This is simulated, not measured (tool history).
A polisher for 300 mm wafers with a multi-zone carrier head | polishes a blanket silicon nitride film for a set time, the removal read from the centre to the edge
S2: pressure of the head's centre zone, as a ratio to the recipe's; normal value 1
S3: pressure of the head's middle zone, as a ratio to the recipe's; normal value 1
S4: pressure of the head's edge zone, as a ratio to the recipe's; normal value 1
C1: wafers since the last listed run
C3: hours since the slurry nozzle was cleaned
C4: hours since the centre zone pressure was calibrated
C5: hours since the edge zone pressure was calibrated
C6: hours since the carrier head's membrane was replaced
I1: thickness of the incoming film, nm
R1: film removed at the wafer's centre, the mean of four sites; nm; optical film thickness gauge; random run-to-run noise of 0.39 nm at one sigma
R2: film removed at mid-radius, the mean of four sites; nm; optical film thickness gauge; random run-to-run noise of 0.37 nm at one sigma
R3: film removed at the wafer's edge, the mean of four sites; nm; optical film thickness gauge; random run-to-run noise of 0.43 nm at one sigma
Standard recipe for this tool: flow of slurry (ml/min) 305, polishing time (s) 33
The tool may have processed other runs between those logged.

{"run": 1, "hour": 0.0, "flow of slurry (ml/min)": 305, "S2": 1, "S3": 1, "S4": 1, "polishing time (s)": 33, "C1": 0, "wafers polished on this pad": 70, "C3": 409.2, "C4": 220.9, "C5": 1085.7, "C6": 761.9, "I1": 508.4, "R1": 45.6, "R2": 45.1, "R3": 46.4}
{"run": 2, "hour": 31.4, "flow of slurry (ml/min)": 305, "S2": 1, "S3": 1, "S4": 1, "polishing time (s)": 33, "C1": 242, "wafers polished on this pad": 312, "C3": 440.6, "C4": 252.3, "C5": 1117.1, "C6": 793.3, "I1": 502.1, "R1": 46.5, "R2": 45.6, "R3": 46.5}
{"run": 3, "hour": 55.0, "flow of slurry (ml/min)": 305, "S2": 1, "S3": 1, "S4": 1, "polishing time (s)": 33, "C1": 181, "wafers polished on this pad": 494, "C3": 464.2, "C4": 275.9, "C5": 1140.7, "C6": 816.9, "I1": 512.3, "R1": 47.3, "R2": 45, "R3": 46.2}
{"hour": 70.9, "done": "edge zone pressure recalibrated"}
{"run": 4, "hour": 86.2, "flow of slurry (ml/min)": 305, "S2": 1, "S3": 1, "S4": 1, "polishing time (s)": 33, "C1": 225, "wafers polished on this pad": 719, "C3": 495.4, "C4": 307.1, "C5": 15.3, "C6": 848.1, "I1": 509.6, "R1": 45.6, "R2": 45.2, "R3": 46}
{"hour": 178.3, "done": "slurry nozzle cleaned"}
{"run": 5, "hour": 179.3, "flow of slurry (ml/min)": 305, "S2": 1, "S3": 1.11, "S4": 1, "polishing time (s)": 23, "C1": 709, "wafers polished on this pad": 1429, "C3": 1, "C4": 400.2, "C5": 108.4, "C6": 941.2, "I1": 498.8, "R1": 32.9, "R2": 34.8, "R3": 32.7}
{"hour": 187.5, "done": "worn pad replaced by a new one"}
{"run": 6, "hour": 195.7, "flow of slurry (ml/min)": 345, "S2": 1.11, "S3": 1.12, "S4": 1, "polishing time (s)": 29, "C1": 95, "wafers polished on this pad": 63, "C3": 17.4, "C4": 416.6, "C5": 124.8, "C6": 957.6, "I1": 508.9, "R1": 46.7, "R2": 45.1, "R3": 41.2}
{"run": 7, "hour": 222.6, "flow of slurry (ml/min)": 255, "S2": 1, "S3": 0.9, "S4": 1, "polishing time (s)": 28, "C1": 207, "wafers polished on this pad": 270, "C3": 44.3, "C4": 443.5, "C5": 151.7, "C6": 984.5, "I1": 517.4, "R1": 39.3, "R2": 35, "R3": 39}
{"run": 8, "hour": 329.9, "flow of slurry (ml/min)": 330, "S2": 1, "S3": 0.89, "S4": 1.1, "polishing time (s)": 33, "C1": 827, "wafers polished on this pad": 1097, "C3": 151.6, "C4": 550.8, "C5": 259, "C6": 1091.8, "I1": 516.7, "R1": 47.1, "R2": 41.6, "R3": 48}
{"hour": 335.5, "done": "carrier head's membrane replaced by a new one"}
{"run": 9, "hour": 354.9, "flow of slurry (ml/min)": 305, "S2": 1.08, "S3": 0.94, "S4": 1.11, "polishing time (s)": 26, "C1": 154, "wafers polished on this pad": 1252, "C3": 176.6, "C4": 575.8, "C5": 284, "C6": 19.4, "I1": 518.7, "R1": 40.2, "R2": 33.9, "R3": 38.8}
{"hour": 373.4, "done": "worn pad replaced by a new one"}
{"run": 10, "hour": 401.6, "flow of slurry (ml/min)": 305, "S2": 1, "S3": 1, "S4": 1, "polishing time (s)": 33, "C1": 329, "wafers polished on this pad": 217, "C3": 223.3, "C4": 622.5, "C5": 330.7, "C6": 66.1, "I1": 510.6, "R1": 46.3, "R2": 45.6, "R3": 46.3}
{"hour": 404.6, "done": "centre zone pressure recalibrated"}
{"run": 11, "hour": 432.3, "flow of slurry (ml/min)": 220, "S2": 1.09, "S3": 1, "S4": 1, "polishing time (s)": 33, "C1": 221, "wafers polished on this pad": 438, "C3": 254, "C4": 27.7, "C5": 361.4, "C6": 96.8, "I1": 511.5, "R1": 50, "R2": 44.8, "R3": 45}
{"run": 12, "hour": 462.2, "flow of slurry (ml/min)": 280, "S2": 0.94, "S3": 1, "S4": 1, "polishing time (s)": 33, "C1": 230, "wafers polished on this pad": 669, "C3": 283.9, "C4": 57.6, "C5": 391.3, "C6": 126.7, "I1": 506.8, "R1": 43.5, "R2": 45.9, "R3": 46.6}
{"run": 13, "hour": 476.1, "flow of slurry (ml/min)": 305, "S2": 1, "S3": 1, "S4": 0.97, "polishing time (s)": 33, "C1": 107, "wafers polished on this pad": 776, "C3": 297.8, "C4": 71.5, "C5": 405.2, "C6": 140.6, "I1": 501.3, "R1": 47.4, "R2": 46, "R3": 45.8}
{"run": 14, "hour": 491.9, "flow of slurry (ml/min)": 305, "S2": 1, "S3": 1, "S4": 0.92, "polishing time (s)": 33, "C1": 121, "wafers polished on this pad": 898, "C3": 313.6, "C4": 87.3, "C5": 421, "C6": 156.4, "I1": 520, "R1": 46.8, "R2": 45.5, "R3": 44.9}
{"run": 15, "hour": 505.4, "flow of slurry (ml/min)": 255, "S2": 1, "S3": 0.9, "S4": 1.12, "polishing time (s)": 38, "C1": 104, "wafers polished on this pad": 1002, "C3": 327.1, "C4": 100.8, "C5": 434.5, "C6": 169.9, "I1": 507, "R1": 52.5, "R2": 47, "R3": 55.5}
{"run": 16, "hour": 518.2, "flow of slurry (ml/min)": 305, "S2": 1, "S3": 1, "S4": 1, "polishing time (s)": 33, "C1": 98, "wafers polished on this pad": 1100, "C3": 339.9, "C4": 113.6, "C5": 447.3, "C6": 182.7, "I1": 515.7, "R1": 47.2, "R2": 45.5, "R3": 46.9}
{"run": 17, "hour": 540.8, "flow of slurry (ml/min)": 305, "S2": 1, "S3": 1, "S4": 1, "polishing time (s)": 38, "C1": 174, "wafers polished on this pad": 1275, "C3": 362.5, "C4": 136.2, "C5": 469.9, "C6": 205.3, "I1": 502.7, "R1": 53.7, "R2": 51.5, "R3": 53.1}
{"run": 18, "hour": 558.3, "flow of slurry (ml/min)": 305, "S2": 1, "S3": 1, "S4": 1, "polishing time (s)": 33, "C1": 134, "wafers polished on this pad": 1409, "C3": 380, "C4": 153.7, "C5": 487.4, "C6": 222.8, "I1": 515.2, "R1": 47.4, "R2": 45.9, "R3": 46.3}
{"hour": 565.2, "done": "worn pad replaced by a new one"}
{"run": 19, "hour": 591.5, "flow of slurry (ml/min)": 305, "S2": 0.95, "S3": 1.1, "S4": 1, "polishing time (s)": 33, "C1": 225, "wafers polished on this pad": 202, "C3": 413.2, "C4": 186.9, "C5": 520.6, "C6": 256, "I1": 511.6, "R1": 44.4, "R2": 49.4, "R3": 46}
{"run": 20, "hour": 617.8, "flow of slurry (ml/min)": 305, "S2": 1, "S3": 0.96, "S4": 0.93, "polishing time (s)": 33, "C1": 202, "wafers polished on this pad": 405, "C3": 439.5, "C4": 213.2, "C5": 546.9, "C6": 282.3, "I1": 512.1, "R1": 45.4, "R2": 43.2, "R3": 44}
{"run": 21, "hour": 640.2, "flow of slurry (ml/min)": 305, "S2": 1, "S3": 1, "S4": 1, "polishing time (s)": 33, "C1": 172, "wafers polished on this pad": 578, "C3": 461.9, "C4": 235.6, "C5": 569.3, "C6": 304.7, "I1": 519.4, "R1": 45.9, "R2": 45.7, "R3": 45.8}
{"run": 22, "hour": 665.8, "flow of slurry (ml/min)": 335, "S2": 0.95, "S3": 1, "S4": 1, "polishing time (s)": 33, "C1": 197, "wafers polished on this pad": 775, "C3": 487.5, "C4": 261.2, "C5": 594.9, "C6": 330.3, "I1": 511.9, "R1": 43.7, "R2": 46.3, "R3": 46.2}
{"run": 23, "hour": 685.5, "flow of slurry (ml/min)": 305, "S2": 0.9, "S3": 1, "S4": 0.92, "polishing time (s)": 33, "C1": 151, "wafers polished on this pad": 927, "C3": 507.2, "C4": 280.9, "C5": 614.6, "C6": 350, "I1": 508.1, "R1": 40.5, "R2": 44.4, "R3": 44.4}

Below are 3 alternative next runs, each starting from the tool's condition after run 23. Predict each:
{"run": "A", "hour": 685.9, "flow of slurry (ml/min)": 305, "S2": 0.88, "S3": 1, "S4": 1, "polishing time (s)": 33, "C1": 3, "wafers polished on this pad": 930, "C3": 507.6, "C4": 281.3, "C5": 615, "C6": 350.4, "I1": 505.2, "R1": "?", "R2": "?", "R3": "?"}
{"run": "B", "hour": 685.9, "flow of slurry (ml/min)": 305, "S2": 1, "S3": 1.03, "S4": 1.11, "polishing time (s)": 33, "C1": 3, "wafers polished on this pad": 930, "C3": 507.6, "C4": 281.3, "C5": 615, "C6": 350.4, "I1": 505.2, "R1": "?", "R2": "?", "R3": "?"}
{"run": "C", "hour": 685.9, "flow of slurry (ml/min)": 305, "S2": 1, "S3": 1, "S4": 1, "polishing time (s)": 27, "C1": 3, "wafers polished on this pad": 930, "C3": 507.6, "C4": 281.3, "C5": 615, "C6": 350.4, "I1": 505.2, "R1": "?", "R2": "?", "R3": "?"}

run=A R1=39.6 R2=44.5 R3=45.2
run=B R1=45 R2=45.6 R3=47.6
run=C R1=36.8 R2=36.4 R3=37
With the hidden condition removed and each run's random variation left untouched, the same runs would have given:
run=A R1=40.8 R2=45.7 R3=46.2
run=B R1=46.4 R2=46.9 R3=48.6
run=C R1=38 R2=37.4 R3=37.8
